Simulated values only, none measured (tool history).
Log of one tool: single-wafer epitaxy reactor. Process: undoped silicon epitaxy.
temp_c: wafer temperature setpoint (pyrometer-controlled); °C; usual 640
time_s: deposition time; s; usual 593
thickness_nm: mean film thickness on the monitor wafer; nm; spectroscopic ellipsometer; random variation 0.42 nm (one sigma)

run,hour,temp_c,time_s,wafers since the last listed run,hours since the last pyrometer calibration,hours since the gauge calibration,"read-back reference wafer on the same gauge, thickness_nm",thickness_nm
1,0.0,640,593,0,2854.8,193.2,87.108,84.368
2,15.4,640,593,51,2870.2,208.6,87.181,85.046
3,43.3,640,593,93,2898.1,236.5,87.109,85.929
4,69.9,633,519,89,2924.7,263.1,87.171,63.105
5,90.7,633,519,69,2945.5,283.9,87.153,62.732
6,123.4,633,519,109,2978.2,316.6,87.115,63.350
7,155.1,629,682,106,3009.9,348.3,87.109,75.216
# hour 170.5: pyrometer calibrated
8,171.0,640,647,26,0.5,364.2,87.106,84.663
9,239.8,640,647,230,69.3,433.0,87.180,84.761
10,259.0,640,527,64,88.5,452.2,87.143,68.742
11,278.7,640,593,65,108.2,471.9,87.071,77.398
# hour 295.1: gauge calibrated
12,310.2,640,593,105,139.7,15.1,87.191,77.606
13,333.2,636,698,77,162.7,38.1,86.974,82.653
14,345.4,640,681,40,174.9,50.3,87.158,89.584
15,360.6,630,550,50,190.1,65.5,87.114,55.653
16,393.8,633,517,111,223.3,98.7,87.142,56.883
17,429.7,636,593,120,259.2,134.6,87.130,69.790
18,461.4,633,517,106,290.9,166.3,87.131,55.728
19,486.8,640,593,85,316.3,191.7,87.094,77.306
20,506.2,640,547,64,335.7,211.1,87.108,71.086
21,518.8,640,593,42,348.3,223.7,87.031,77.784
22,544.8,633,662,87,374.3,249.7,87.187,71.916

What if the next run were any one of these 4? Each begins from the tool's condition after run 22:
A,545.4,640,593,2,374.9,250.3,?,?
B,545.4,633,544,2,374.9,250.3,?,?
C,545.4,626,534,2,374.9,250.3,?,?
D,545.4,626,662,2,374.9,250.3,?,?

run,"read-back reference wafer on the same gauge, thickness_nm",thickness_nm
A,87.123,77.263
B,87.123,59.275
C,87.123,48.505
D,87.123,60.132
Take away the tool's hidden state, keep each run's random variation, and the runs would have read:
run,thickness_nm
A,75.188
B,57.655
C,47.157
D,58.460

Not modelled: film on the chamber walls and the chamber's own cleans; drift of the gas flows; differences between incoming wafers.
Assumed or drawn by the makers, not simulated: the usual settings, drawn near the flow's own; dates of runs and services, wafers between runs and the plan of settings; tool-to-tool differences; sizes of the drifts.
